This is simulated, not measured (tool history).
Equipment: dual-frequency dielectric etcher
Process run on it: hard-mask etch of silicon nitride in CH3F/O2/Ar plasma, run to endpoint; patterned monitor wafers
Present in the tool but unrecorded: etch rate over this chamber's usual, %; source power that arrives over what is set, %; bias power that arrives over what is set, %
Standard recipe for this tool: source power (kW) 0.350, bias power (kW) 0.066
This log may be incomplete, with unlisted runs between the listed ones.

run,hour,source power (kW),bias power (kW),wafers since the last listed run,hours since the last wet clean,hours since the last source power generator calibration,hours since the last bias power generator calibration,hours since the last upper electrode change,"incoming incoming film thickness, nm",endpoint time (s)
1,0.0,0.390,0.066,0,356.6,2439.7,2536.3,3472.3,32.27,49.1
2,33.8,0.390,0.066,392,390.4,2473.5,2570.1,3506.1,31.95,48.9
3,49.4,0.390,0.066,181,406.0,2489.1,2585.7,3521.7,32.36,49.5
4,76.3,0.350,0.066,312,432.9,2516.0,2612.6,3548.6,31.73,50.2
# hour 117.9: wet clean of the chamber
5,118.4,0.350,0.066,210,0.5,2558.1,2654.7,3590.7,31.94,50.6
6,127.0,0.350,0.066,99,9.1,2566.7,2663.3,3599.3,32.12,51.2
7,152.8,0.350,0.055,299,34.9,2592.5,2689.1,3625.1,31.81,53.9
# hour 163.2: source power generator calibrated
# hour 182.5: upper electrode replaced
8,183.0,0.380,0.056,80,65.1,19.8,2719.3,0.5,32.16,52.3
9,189.5,0.270,0.056,75,71.6,26.3,2725.8,7.0,32.06,59.2
# hour 219.0: bias power generator calibrated
10,222.2,0.310,0.079,333,104.3,59.0,3.2,39.7,31.95,49.2
11,245.5,0.350,0.066,270,127.6,82.3,26.5,63.0,32.33,51.3
12,273.2,0.350,0.066,321,155.3,110.0,54.2,90.7,31.80,50.4
13,287.0,0.330,0.066,160,169.1,123.8,68.0,104.5,31.85,51.2
14,316.8,0.380,0.082,346,198.9,153.6,97.8,134.3,32.24,45.4
15,332.4,0.270,0.055,181,214.5,169.2,113.4,149.9,31.75,59.7

What differs in the tool's unlogged condition from the final listed run ahead of each entry between runs to the first listed run following it?
Between runs 4 and 5: wet clean of the chamber (hour 117.9)
  the hidden state is the same at both runs
Between runs 7 and 8: source power generator calibrated (hour 163.2); upper electrode replaced (hour 182.5)
  the hidden state is the same at both runs
Between runs 9 and 10: bias power generator calibrated (hour 219.0)
  the hidden state is the same at both runs
